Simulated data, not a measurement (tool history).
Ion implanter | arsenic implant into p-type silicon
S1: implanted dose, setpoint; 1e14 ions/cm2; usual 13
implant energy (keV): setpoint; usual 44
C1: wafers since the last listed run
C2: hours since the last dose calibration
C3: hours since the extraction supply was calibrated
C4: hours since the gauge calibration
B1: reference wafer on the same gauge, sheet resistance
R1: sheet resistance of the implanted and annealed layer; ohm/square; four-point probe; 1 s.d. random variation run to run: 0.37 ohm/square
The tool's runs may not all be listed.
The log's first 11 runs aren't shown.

{"run": 12, "hour": 134.9, "S1": 13, "implant energy (keV)": 36, "C1": 234, "C2": 23.1, "C3": 135.4, "C4": 495.1, "B1": 95.31, "R1": 95.81}
{"run": 13, "hour": 148.5, "S1": 13, "implant energy (keV)": 44, "C1": 243, "C2": 36.7, "C3": 149, "C4": 508.7, "B1": 95.3, "R1": 93.2}
{"hour": 155.2, "done": "gauge calibrated"}
{"run": 14, "hour": 161.7, "S1": 13, "implant energy (keV)": 44, "C1": 236, "C2": 49.9, "C3": 162.2, "C4": 6.5, "B1": 95.39, "R1": 93.14}
{"run": 15, "hour": 175.2, "S1": 14.61, "implant energy (keV)": 35.5, "C1": 241, "C2": 63.4, "C3": 175.7, "C4": 20, "B1": 95.3, "R1": 88.97}
{"run": 16, "hour": 190.8, "S1": 15.72, "implant energy (keV)": 32.5, "C1": 279, "C2": 79, "C3": 191.3, "C4": 35.6, "B1": 95.29, "R1": 86.05}
{"run": 17, "hour": 200.8, "S1": 14.28, "implant energy (keV)": 39.5, "C1": 179, "C2": 89, "C3": 201.3, "C4": 45.6, "B1": 95.35, "R1": 89.12}
{"run": 18, "hour": 214.4, "S1": 10.45, "implant energy (keV)": 30.5, "C1": 243, "C2": 102.6, "C3": 214.9, "C4": 59.2, "B1": 95.26, "R1": 112.58}
{"run": 19, "hour": 226.1, "S1": 16.37, "implant energy (keV)": 52, "C1": 209, "C2": 114.3, "C3": 226.6, "C4": 70.9, "B1": 95.22, "R1": 77.09}
{"run": 20, "hour": 233.0, "S1": 14.87, "implant energy (keV)": 38.5, "C1": 123, "C2": 121.2, "C3": 233.5, "C4": 77.8, "B1": 95.29, "R1": 86.02}
{"run": 21, "hour": 250.3, "S1": 10.48, "implant energy (keV)": 49.5, "C1": 310, "C2": 138.5, "C3": 250.8, "C4": 95.1, "B1": 95.25, "R1": 105.98}
{"run": 22, "hour": 265.6, "S1": 16.66, "implant energy (keV)": 36.5, "C1": 274, "C2": 153.8, "C3": 266.1, "C4": 110.4, "B1": 95.28, "R1": 81.06}
{"run": 23, "hour": 278.9, "S1": 13, "implant energy (keV)": 44, "C1": 238, "C2": 167.1, "C3": 279.4, "C4": 123.7, "B1": 95.32, "R1": 91.65}
{"run": 24, "hour": 286.9, "S1": 15.56, "implant energy (keV)": 56.5, "C1": 143, "C2": 175.1, "C3": 287.4, "C4": 131.7, "B1": 95.26, "R1": 78.37}
{"run": 25, "hour": 299.6, "S1": 11.23, "implant energy (keV)": 44, "C1": 227, "C2": 187.8, "C3": 300.1, "C4": 144.4, "B1": 95.29, "R1": 101.46}
{"run": 26, "hour": 316.5, "S1": 13, "implant energy (keV)": 44, "C1": 302, "C2": 204.7, "C3": 317, "C4": 161.3, "B1": 95.36, "R1": 92.57}
{"run": 27, "hour": 328.6, "S1": 13, "implant energy (keV)": 44, "C1": 216, "C2": 216.8, "C3": 329.1, "C4": 173.4, "B1": 95.24, "R1": 92.29}
{"run": 28, "hour": 342.6, "S1": 16.29, "implant energy (keV)": 37.5, "C1": 250, "C2": 230.8, "C3": 343.1, "C4": 187.4, "B1": 95.3, "R1": 81.91}
{"run": 29, "hour": 356.1, "S1": 15.6, "implant energy (keV)": 38, "C1": 241, "C2": 244.3, "C3": 356.6, "C4": 200.9, "B1": 95.33, "R1": 83.38}

What will run 30 give?
{"run": 30, "hour": 373.3, "S1": 13, "implant energy (keV)": 44, "C1": 308, "C2": 261.5, "C3": 373.8, "C4": 218.1, "B1": "?", "R1": "?"}

B1: 95.4
R1: 91.34 ohm/square
Minus the tool's unlogged condition, the same run would have read R1 93.12 ohm/square.

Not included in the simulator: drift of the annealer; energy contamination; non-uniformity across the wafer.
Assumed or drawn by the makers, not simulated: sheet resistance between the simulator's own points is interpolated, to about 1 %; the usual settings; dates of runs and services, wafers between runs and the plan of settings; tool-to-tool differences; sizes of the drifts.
